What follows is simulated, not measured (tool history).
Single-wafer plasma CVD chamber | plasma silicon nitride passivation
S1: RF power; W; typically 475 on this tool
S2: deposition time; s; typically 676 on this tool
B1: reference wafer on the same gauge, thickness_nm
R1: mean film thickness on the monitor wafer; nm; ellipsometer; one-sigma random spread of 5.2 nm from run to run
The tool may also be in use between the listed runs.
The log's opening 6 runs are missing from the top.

{"run": 7, "hour": 373.0, "S1": 540, "S2": 729, "B1": 882.856, "R1": 1089.547}
{"run": 8, "hour": 418.3, "S1": 475, "S2": 676, "B1": 882.802, "R1": 968.585}
{"run": 9, "hour": 484.4, "S1": 475, "S2": 676, "B1": 884.077, "R1": 965.484}
{"run": 10, "hour": 542.6, "S1": 475, "S2": 676, "B1": 884.316, "R1": 969.694}
{"run": 11, "hour": 584.9, "S1": 475, "S2": 676, "B1": 882.681, "R1": 965.104}
{"run": 12, "hour": 635.1, "S1": 475, "S2": 736, "B1": 882.998, "R1": 1052.632}
{"run": 13, "hour": 659.8, "S1": 475, "S2": 736, "B1": 882.691, "R1": 1047.577}
{"run": 14, "hour": 688.5, "S1": 475, "S2": 736, "B1": 882.67, "R1": 1048.018}
{"run": 15, "hour": 746.9, "S1": 475, "S2": 676, "B1": 881.271, "R1": 968.121}
{"run": 16, "hour": 796.4, "S1": 475, "S2": 676, "B1": 881.418, "R1": 959.445}
{"run": 17, "hour": 834.2, "S1": 475, "S2": 676, "B1": 882.972, "R1": 957.456}
{"run": 18, "hour": 889.3, "S1": 475, "S2": 676, "B1": 883.68, "R1": 970.054}
{"run": 19, "hour": 929.9, "S1": 560, "S2": 676, "B1": 884.325, "R1": 1032.618}
{"run": 20, "hour": 994.8, "S1": 435, "S2": 637, "B1": 879.924, "R1": 883.948}
{"hour": 1032.1, "done": "showerhead replaced"}
{"run": 21, "hour": 1032.6, "S1": 380, "S2": 793, "B1": 883.958, "R1": 1034.877}
{"run": 22, "hour": 1059.9, "S1": 430, "S2": 631, "B1": 884.612, "R1": 867.494}
{"hour": 1070.3, "done": "RF generator calibrated"}
{"run": 23, "hour": 1084.2, "S1": 475, "S2": 676, "B1": 883.019, "R1": 1005.493}
{"run": 24, "hour": 1118.2, "S1": 395, "S2": 583, "B1": 880.847, "R1": 792.363}
{"run": 25, "hour": 1172.7, "S1": 475, "S2": 676, "B1": 885.381, "R1": 994.15}
{"run": 26, "hour": 1243.1, "S1": 425, "S2": 621, "B1": 880.015, "R1": 870.46}
{"hour": 1262.1, "done": "gauge calibrated"}
{"run": 27, "hour": 1314.5, "S1": 565, "S2": 676, "B1": 883.021, "R1": 1057.667}
{"run": 28, "hour": 1376.3, "S1": 395, "S2": 676, "B1": 882.504, "R1": 910.218}
{"run": 29, "hour": 1425.3, "S1": 475, "S2": 676, "B1": 884.755, "R1": 988.43}
{"run": 30, "hour": 1530.8, "S1": 410, "S2": 615, "B1": 881.327, "R1": 844.902}
{"run": 31, "hour": 1592.7, "S1": 475, "S2": 676, "B1": 881.252, "R1": 975.82}

Estimate the outcome of run 32 from the log above:
{"run": 32, "hour": 1630.1, "S1": 380, "S2": 718, "B1": "?", "R1": "?"}

B1: 884.369
R1: 952.932 nm
With no hidden state in the tool, this same run would have given R1 971.599 nm.

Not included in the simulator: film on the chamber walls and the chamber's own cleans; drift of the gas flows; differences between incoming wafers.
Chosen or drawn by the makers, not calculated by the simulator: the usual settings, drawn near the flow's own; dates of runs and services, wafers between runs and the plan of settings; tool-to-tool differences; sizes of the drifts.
